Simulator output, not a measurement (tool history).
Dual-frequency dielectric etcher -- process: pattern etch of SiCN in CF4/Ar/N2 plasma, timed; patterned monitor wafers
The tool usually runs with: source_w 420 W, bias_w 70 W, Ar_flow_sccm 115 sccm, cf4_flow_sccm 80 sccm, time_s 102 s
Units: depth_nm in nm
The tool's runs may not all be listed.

| run | hour | source_w | bias_w | Ar_flow_sccm | cf4_flow_sccm | time_s | read-back reference wafer on the same gauge, depth_nm | depth_nm |
|---|---|---|---|---|---|---|---|---|
| 1 | 0 | 420 | 70 | 115 | 89 | 122.5 | 81.7 | 83.5 |
| 2 | 15 | 420 | 70 | 115 | 89 | 122.5 | 81.7 | 83.8 |
| 3 | 24.3 | 420 | 70 | 115 | 89 | 122.5 | 81.6 | 84.2 |
| 4 | 36.1 | 420 | 70 | 115 | 80 | 102 | 81.7 | 69 |
|  | 82.1 | wet clean of the chamber |
| 5 | 82.6 | 420 | 77 | 115 | 80 | 102 | 81.7 | 73.6 |
| 6 | 89.7 | 420 | 77 | 115 | 80 | 102 | 81.7 | 72.6 |
| 7 | 96.3 | 420 | 70 | 115 | 80 | 102 | 81.6 | 71.9 |
|  | 101.3 | bias power generator calibrated |
|  | 129 | Ar flow controller replaced |
|  | 136.3 | gauge calibrated |
|  | 139.5 | CF4 flow controller replaced |
|  | 144.5 | upper electrode replaced, of another model than before |
| 8 | 145 | 420 | 70 | 115 | 80 | 102 | 81.7 | 71 |
| 9 | 150.3 | 420 | 70 | 115 | 80 | 102 | 81.8 | 71.6 |
| 10 | 157.6 | 420 | 70 | 115 | 80 | 102 | 81.7 | 71.9 |
|  | 168.3 | source power generator calibrated |
| 11 | 168.8 | 420 | 70 | 115 | 80 | 102 | 81.7 | 70.8 |
| 12 | 183.6 | 380 | 86 | 115 | 80 | 119 | 81.7 | 80.4 |
| 13 | 192.8 | 370 | 70 | 115 | 80 | 102 | 81.7 | 64.8 |
| 14 | 206.3 | 340 | 70 | 115 | 80 | 125.5 | 81.7 | 76.1 |
| 15 | 214.5 | 420 | 70 | 138 | 80 | 121.5 | 81.7 | 82.9 |
| 16 | 226.6 | 480 | 70 | 115 | 71 | 102 | 81.7 | 75.9 |
| 17 | 233.7 | 370 | 70 | 99 | 80 | 102 | 81.8 | 65.9 |
| 18 | 240.8 | 420 | 55 | 137 | 90 | 81 | 81.7 | 53.9 |
| 19 | 251.3 | 420 | 70 | 141 | 80 | 102 | 81.6 | 69.1 |

Below, some changes in depth_nm between adjacent runs. For each, the amount present without the hidden state too (settings, incoming material, random variation) and the amount remaining for the hidden state with gauge scatter not shared by both compared results:
Hidden conditions of the tool in this case: etch rate over this chamber's usual, %; source power that arrives over what is set, %; bias power that arrives over what is set, %; Ar flow that arrives over what is set, %; CF4 flow that arrives over what is set, %; gauge reads high (%).
Run 4 -> 5: bias_w 70 -> 77, wet clean of the chamber. depth_nm +4.6 nm: hidden state +3.3, all else +1.3.
Run 12 -> 13: source_w 380 -> 370, bias_w 86 -> 70, time_s 119 -> 102. depth_nm -15.6 nm: hidden state +0.2, all else -15.8.

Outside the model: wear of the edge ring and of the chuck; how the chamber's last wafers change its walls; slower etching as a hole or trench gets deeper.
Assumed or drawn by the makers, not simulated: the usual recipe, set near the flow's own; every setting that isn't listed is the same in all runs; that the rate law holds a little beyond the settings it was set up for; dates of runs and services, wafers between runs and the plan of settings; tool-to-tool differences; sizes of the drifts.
